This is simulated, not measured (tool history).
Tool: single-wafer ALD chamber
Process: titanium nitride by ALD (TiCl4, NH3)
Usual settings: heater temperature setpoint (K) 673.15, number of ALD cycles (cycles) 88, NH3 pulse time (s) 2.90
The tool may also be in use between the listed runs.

| run | hour | heater temperature setpoint (K) | number of ALD cycles (cycles) | NH3 pulse time (s) | read-back reference wafer on the same gauge, thickness_nm | mean film thickness on the monitor wafer (angstrom) |
|---|---|---|---|---|---|---|
| 1 | 0.0 | 673.15 | 88 | 2.90 | 1.908 | 18.09 |
| 2 | 34.2 | 673.15 | 88 | 2.90 | 1.909 | 18.02 |
| 3 | 59.5 | 673.15 | 88 | 2.90 | 1.910 | 18.06 |
| 4 | 88.1 | 673.15 | 88 | 2.90 | 1.910 | 17.97 |
| 5 | 170.7 | 673.15 | 88 | 2.90 | 1.910 | 17.97 |
| 6 | 197.3 | 673.15 | 88 | 2.90 | 1.910 | 17.98 |
| 7 | 224.9 | 665.15 | 88 | 2.90 | 1.910 | 17.84 |
| 8 | 256.2 | 665.15 | 88 | 2.90 | 1.910 | 17.94 |
| 9 | 302.0 | 673.15 | 88 | 2.90 | 1.909 | 17.97 |
| 10 | 337.2 | 673.15 | 88 | 2.90 | 1.910 | 18.06 |
| 11 | 359.4 | 673.15 | 88 | 2.90 | 1.908 | 18.07 |
| 12 | 379.1 | 673.15 | 88 | 2.90 | 1.909 | 17.91 |
|  | 414.4 | thermocouple changed; heater temperature recalibrated |
| 13 | 438.5 | 673.15 | 88 | 2.90 | 1.910 | 18.03 |
| 14 | 467.5 | 673.15 | 100 | 2.90 | 1.909 | 20.41 |
|  | 490.6 | gauge calibrated |
| 15 | 492.5 | 673.15 | 100 | 2.90 | 1.909 | 20.46 |
| 16 | 513.9 | 673.15 | 100 | 2.90 | 1.910 | 20.49 |
| 17 | 529.5 | 669.15 | 88 | 2.90 | 1.909 | 17.99 |
| 18 | 542.6 | 673.15 | 88 | 2.09 | 1.909 | 17.85 |
| 19 | 565.9 | 673.15 | 88 | 2.90 | 1.911 | 18.05 |
| 20 | 589.7 | 673.15 | 88 | 2.90 | 1.908 | 17.96 |
| 21 | 618.4 | 680.15 | 101 | 3.71 | 1.908 | 20.77 |
|  | 630.7 | showerhead replaced |
| 22 | 653.7 | 677.15 | 101 | 3.67 | 1.911 | 20.92 |
| 23 | 668.1 | 662.15 | 105 | 1.99 | 1.908 | 20.97 |
| 24 | 703.8 | 668.15 | 93 | 2.26 | 1.912 | 18.84 |
| 25 | 737.3 | 673.15 | 88 | 2.90 | 1.909 | 17.98 |
| 26 | 760.6 | 685.15 | 95 | 3.68 | 1.910 | 19.56 |
| 27 | 795.2 | 662.15 | 88 | 3.72 | 1.912 | 17.97 |
| 28 | 816.7 | 658.15 | 95 | 2.90 | 1.910 | 19.27 |
| 29 | 847.4 | 658.15 | 95 | 2.90 | 1.908 | 19.26 |
| 30 | 919.3 | 680.15 | 88 | 2.90 | 1.911 | 18.04 |
| 31 | 986.3 | 673.15 | 88 | 1.80 | 1.909 | 17.76 |
| 32 | 1021.8 | 677.15 | 104 | 2.90 | 1.912 | 21.24 |
| 33 | 1055.0 | 673.15 | 88 | 2.90 | 1.910 | 18.03 |
| 34 | 1084.9 | 683.15 | 88 | 3.51 | 1.907 | 18.09 |
| 35 | 1119.4 | 664.15 | 103 | 2.90 | 1.909 | 20.93 |
| 36 | 1139.3 | 666.15 | 98 | 2.33 | 1.909 | 19.82 |
| 37 | 1167.1 | 678.15 | 88 | 2.90 | 1.909 | 18.05 |
| 38 | 1180.7 | 667.15 | 74 | 3.49 | 1.910 | 15.22 |
| 39 | 1195.4 | 673.15 | 88 | 3.30 | 1.910 | 18.05 |
| 40 | 1214.6 | 668.15 | 79 | 3.54 | 1.910 | 16.16 |
| 41 | 1246.4 | 661.15 | 88 | 3.60 | 1.912 | 18.08 |

Forecast each of these 3 alternatives for the next run:
| A | 1247.0 | 677.15 | 88 | 2.90 | ? | ? |
| B | 1247.0 | 673.15 | 88 | 4.00 | ? | ? |
| C | 1247.0 | 659.15 | 102 | 3.38 | ? | ? |

| run | read-back reference wafer on the same gauge, thickness_nm | mean film thickness on the monitor wafer (angstrom) |
|---|---|---|
| A | 1.909 | 18.06 |
| B | 1.909 | 18.20 |
| C | 1.909 | 20.83 |
Without the tool's hidden state the same runs would have given:
| run | mean film thickness on the monitor wafer (angstrom) |
|---|---|
| A | 18.06 |
| B | 18.20 |
| C | 20.83 |
